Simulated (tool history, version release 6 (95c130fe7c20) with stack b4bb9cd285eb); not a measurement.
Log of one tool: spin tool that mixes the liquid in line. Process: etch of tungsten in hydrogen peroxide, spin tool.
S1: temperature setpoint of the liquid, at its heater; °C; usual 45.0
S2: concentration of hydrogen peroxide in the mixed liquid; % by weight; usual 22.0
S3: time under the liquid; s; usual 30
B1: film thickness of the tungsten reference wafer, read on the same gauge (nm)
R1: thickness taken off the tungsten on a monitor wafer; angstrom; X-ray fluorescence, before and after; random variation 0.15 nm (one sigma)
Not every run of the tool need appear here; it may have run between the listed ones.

| run | hour | S1 | S2 | S3 | B1 | R1 |
|---|---|---|---|---|---|---|
| 1 | 0.0 | 49.0 | 22.0 | 45 | 30.02 | 335.8 |
| 2 | 25.3 | 49.0 | 22.0 | 45 | 29.98 | 333.4 |
| 3 | 68.4 | 45.0 | 19.0 | 30 | 29.97 | 192.8 |
| 4 | 103.5 | 45.0 | 19.0 | 30 | 29.96 | 190.5 |
| 5 | 130.8 | 38.5 | 22.0 | 30 | 30.05 | 137.4 |
| 6 | 171.6 | 38.5 | 22.0 | 30 | 30.00 | 135.6 |
| 7 | 236.1 | 45.0 | 22.0 | 30 | 29.99 | 203.8 |
| 8 | 391.1 | 48.0 | 26.0 | 30 | 30.03 | 271.5 |
| 9 | 426.7 | 39.5 | 22.0 | 50 | 30.02 | 238.8 |
| 10 | 536.6 | 45.0 | 22.0 | 30 | 30.01 | 201.4 |
| 11 | 572.8 | 45.0 | 25.5 | 20 | 30.01 | 142.8 |
| 12 | 630.5 | 37.5 | 24.5 | 50 | 29.98 | 217.1 |
| 13 | 676.4 | 45.0 | 22.0 | 30 | 30.02 | 201.0 |
| 14 | 713.3 | 37.0 | 22.0 | 30 | 29.99 | 119.8 |
| 15 | 764.4 | 38.5 | 27.5 | 25 | 29.99 | 123.8 |
| 16 | 818.5 | 45.0 | 22.0 | 30 | 29.99 | 199.2 |
| 17 | 867.7 | 45.0 | 26.5 | 15 | 30.03 | 108.7 |
| 18 | 914.0 | 45.0 | 28.0 | 30 | 30.02 | 223.6 |
| 19 | 962.9 | 54.0 | 25.0 | 40 | 29.96 | 490.4 |
| 20 | 1002.3 | 48.0 | 25.0 | 50 | 30.02 | 421.9 |
| 21 | 1040.0 | 45.0 | 25.0 | 50 | 30.00 | 353.3 |
| 22 | 1094.9 | 45.0 | 17.5 | 30 | 30.01 | 178.0 |
| 23 | 1123.6 | 45.0 | 22.0 | 30 | 30.03 | 198.2 |
| 24 | 1183.4 | 45.0 | 22.0 | 15 | 30.01 | 99.1 |
| 25 | 1245.0 | 48.5 | 22.0 | 45 | 29.96 | 370.7 |
| 26 | 1295.3 | 45.0 | 18.0 | 35 | 30.02 | 206.7 |

Put back what was entered between runs (10 entries, withheld): which listed runs does each sit between, and how does the hidden state differ from the listed run before to the listed run after?
Between runs 1 and 2: peroxide flow meter replaced (hour 5.7)
  temperature lost on the way to the wafer (K): 2.86 -> 2.88
  measured less the result without the state, R1: -65.2 -> -65.2 angstrom
Between runs 2 and 3: heated supply line repaired (hour 31.0)
  temperature lost on the way to the wafer (K): 2.88 -> 0.0403
  measured less the result without the state, R1: -65.2 -> -0.4 angstrom
Between runs 5 and 6: new drum of peroxide connected (hour 161.6)
  temperature lost on the way to the wafer (K): 0.089 -> 0.121
  measured less the result without the state, R1: -0.8 -> -1.1 angstrom
Between runs 7 and 8: thermometer replaced (hour 356.9)
  temperature lost on the way to the wafer (K): 0.171 -> 0.292
  measured less the result without the state, R1: -2.2 -> -5.0 angstrom
Between runs 9 and 10: peroxide flow meter replaced (hour 445.9)
  temperature lost on the way to the wafer (K): 0.32 -> 0.406
  measured less the result without the state, R1: -5.0 -> -5.2 angstrom
Between runs 15 and 16: peroxide flow meter replaced (hour 809.0)
  temperature lost on the way to the wafer (K): 0.584 -> 0.626
  measured less the result without the state, R1: -4.8 -> -8.0 angstrom
Between runs 16 and 17: new drum of peroxide connected (hour 823.6)
  temperature lost on the way to the wafer (K): 0.626 -> 0.664
  measured less the result without the state, R1: -8.0 -> -4.6 angstrom
Between runs 17 and 18: gauge calibrated (hour 885.7)
  temperature lost on the way to the wafer (K): 0.664 -> 0.7
  measured less the result without the state, R1: -4.6 -> -10.1 angstrom
Between runs 24 and 25: thermometer replaced (hour 1189.8)
  temperature lost on the way to the wafer (K): 0.911 -> 0.959
  measured less the result without the state, R1: -5.9 -> -22.7 angstrom
Between runs 25 and 26: peroxide flow meter replaced (hour 1272.6)
  temperature lost on the way to the wafer (K): 0.959 -> 0.998
  measured less the result without the state, R1: -22.7 -> -13.5 angstrom

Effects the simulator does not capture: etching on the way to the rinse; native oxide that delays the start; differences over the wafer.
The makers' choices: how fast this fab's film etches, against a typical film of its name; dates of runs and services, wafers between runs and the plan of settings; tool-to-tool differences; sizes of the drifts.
